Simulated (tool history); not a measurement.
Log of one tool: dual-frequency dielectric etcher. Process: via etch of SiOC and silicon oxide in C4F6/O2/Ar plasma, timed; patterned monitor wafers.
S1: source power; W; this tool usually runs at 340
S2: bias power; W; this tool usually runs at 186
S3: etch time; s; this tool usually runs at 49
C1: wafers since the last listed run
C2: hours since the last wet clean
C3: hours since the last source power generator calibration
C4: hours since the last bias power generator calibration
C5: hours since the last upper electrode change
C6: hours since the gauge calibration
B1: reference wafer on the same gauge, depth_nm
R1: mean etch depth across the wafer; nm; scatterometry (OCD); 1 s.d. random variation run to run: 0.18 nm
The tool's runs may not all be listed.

run   hour   S1   S2    S3    C1     C2      C3      C4      C5     C6    B1    R1
  1      0  310  151    49     0  346.9  3176.7  3946.1  4147.7  262.2  48.1    45
  2     22  310  151    49   358  368.9  3198.7  3968.1  4169.7  284.2  48.1  45.3
  3   42.6  340  186    42   335  389.5  3219.3  3988.7  4190.3  304.8  48.2  42.6
  4   71.4  340  186    42   469  418.3  3248.1  4017.5  4219.1  333.6  48.1  42.3
  5  172.6  340  186    42  1648  519.5  3349.3  4118.7  4320.3  434.8  48.1  42.3
  6  197.4  390  186    49   404  544.3  3374.1  4143.5  4345.1  459.6  48.1  51.8
     265.6  -- wet clean of the chamber
  7  270.9  340  164  40.5   806    5.3  3447.6    4217  4418.6  533.1  48.2  40.6
  8  298.7  340  164  40.5   452   33.1  3475.4  4244.8  4446.4  560.9  48.1  40.5
  9  317.1  340  164  40.5   299   51.5  3493.8  4263.2  4464.8  579.3    48  40.7
 10  332.1  340  186    49   244   66.5  3508.8  4278.2  4479.8  594.3  48.1  50.7
     336.6  -- gauge calibrated
     343.6  -- source power generator calibrated
 11    354  340  186    49   291   88.4    10.4  4300.1  4501.7   17.4  48.1  50.6
 12  389.9  340  186    49   584  124.3    46.3    4336  4537.6   53.3  48.1  50.6
 13  413.8  280  203    49   389  148.2    70.2  4359.9  4561.5   77.2  48.1  47.6
     478.8  -- bias power generator calibrated
 14  508.5  310  151    49  1477  242.9   164.9    29.7  4656.2  171.9  48.1    45
 15  535.2  340  186    49   435  269.6   191.6    56.4  4682.9  198.6  48.1  49.9
 16  558.6  260  231  43.5   381    293     215    79.8  4706.3    222    48    42

Predict the results of run 17:
 17  581.6  280  199  57  374  316  238  102.8  4729.3  245   ?   ?

{"run 17": {"B1": 48.1, "R1": 54.3}}
Minus the tool's unlogged condition, the same run would have read R1 55.7 nm.

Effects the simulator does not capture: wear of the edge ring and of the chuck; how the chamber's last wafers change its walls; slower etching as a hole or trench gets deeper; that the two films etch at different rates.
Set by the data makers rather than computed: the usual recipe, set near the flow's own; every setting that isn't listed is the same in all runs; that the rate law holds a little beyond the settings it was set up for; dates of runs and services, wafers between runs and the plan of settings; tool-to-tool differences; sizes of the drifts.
